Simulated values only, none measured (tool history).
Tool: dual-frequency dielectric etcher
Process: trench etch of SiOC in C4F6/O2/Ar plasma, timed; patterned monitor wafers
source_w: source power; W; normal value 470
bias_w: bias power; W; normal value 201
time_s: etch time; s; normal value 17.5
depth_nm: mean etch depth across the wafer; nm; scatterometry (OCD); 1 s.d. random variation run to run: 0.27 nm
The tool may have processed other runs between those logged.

run	day	source_w	bias_w	time_s	wafers since the last listed run	hours since the last wet clean	hours since the last source power generator calibration	hours since the last bias power generator calibration	hours since the last upper electrode change	hours since the gauge calibration	read-back reference wafer on the same gauge, depth_nm	depth_nm
1	0	470	201	17.5	0	138.7	154.8	4928.9	152.2	113.4	45.33	40.63
2	0.771	420	201	17.5	339	157.2	173.3	4947.4	170.7	131.9	45.37	38.1
3	1.362	420	201	17.5	260	171.4	187.5	4961.6	184.9	146.1	45.36	38
4	2.167	470	201	17.5	354	190.7	206.8	4980.9	204.2	165.4	45.41	40.21
5	2.971	470	174	15.5	354	210	226.1	5000.2	223.5	184.7	45.51	34.88
6	4.179	430	201	17.5	532	239	255.1	5029.2	252.5	213.7	45.34	38.31
7	5.638	470	201	17.5	642	274	290.1	5064.2	287.5	248.7	45.46	39.67
8	6.575	510	232	17.5	412	296.5	312.6	5086.7	310	271.2	45.43	42.55
9	7.671	470	201	17.5	482	322.8	338.9	5113	336.3	297.5	45.38	40.09
10	8.992	540	171	20	581	354.5	370.6	5144.7	368	329.2	45.38	46.75
11	10.35	470	201	17.5	598	387.1	403.2	5177.3	400.6	361.8	45.34	39.6
12	11.692	360	226	14	591	419.3	435.4	5209.5	432.8	394	45.47	28.54
13	13.938	400	221	12.5	989	473.2	489.3	5263.4	486.7	447.9	45.34	26.43
14	15.267	510	175	21.5	585	505.1	521.2	5295.3	518.6	479.8	45.29	48.89
15	16.188	470	162	17.5	405	527.2	543.3	5317.4	540.7	501.9	45.42	37.91
# day 16.9: bias power generator calibrated
16	17.083	470	201	17.5	321	548.7	564.8	4.4	562.2	523.4	45.39	39.44
# day 18.246: wet clean of the chamber
17	18.512	370	182	15	189	6.4	599.1	38.7	596.5	557.7	45.43	30.45
18	19.571	470	201	17.5	466	31.8	624.5	64.1	621.9	583.1	45.32	40.5
19	20.479	530	240	21	400	53.6	646.3	85.9	643.7	604.9	45.37	53.66
20	21.142	470	159	13.5	291	69.5	662.2	101.8	659.6	620.8	45.42	30.28
21	22.454	360	201	20	578	101	693.7	133.3	691.1	652.3	45.44	40.91
22	23.121	470	201	14.5	293	117	709.7	149.3	707.1	668.3	45.33	33.29
23	24.392	540	188	17.5	559	147.5	740.2	179.8	737.6	698.8	45.57	42.08
24	25.333	500	183	20	414	170.1	762.8	202.4	760.2	721.4	45.45	46.25
25	26.55	470	201	17.5	535	199.3	792	231.6	789.4	750.6	45.35	40.33
26	27.488	380	229	13.5	412	221.8	814.5	254.1	811.9	773.1	45.47	28.72
27	28.033	470	187	13.5	240	234.9	827.6	267.2	825	786.2	45.45	30.03
28	29.446	550	184	13	622	268.8	861.5	301.1	858.9	820.1	45.31	31.07
29	30.292	580	240	17.5	372	289.1	881.8	321.4	879.2	840.4	45.3	45.7
30	31.242	470	201	17.5	418	311.9	904.6	344.2	902	863.2	45.35	39.35
31	31.971	470	201	17.5	321	329.4	922.1	361.7	919.5	880.7	45.38	40.52

3 ways to go on from here, each from the tool as it stands after run 31. What would each give?
A	31.988	470	244	17.5	7	329.8	922.5	362.1	919.9	881.1	?	?
B	31.988	380	227	13.5	7	329.8	922.5	362.1	919.9	881.1	?	?
C	31.988	470	152	17.5	7	329.8	922.5	362.1	919.9	881.1	?	?

run	read-back reference wafer on the same gauge, depth_nm	depth_nm
A	45.35	41.68
B	45.35	28.7
C	45.35	38.15
Without the tool's unlogged condition, the same runs would have read:
run	depth_nm
A	42.42
B	29.21
C	38.82
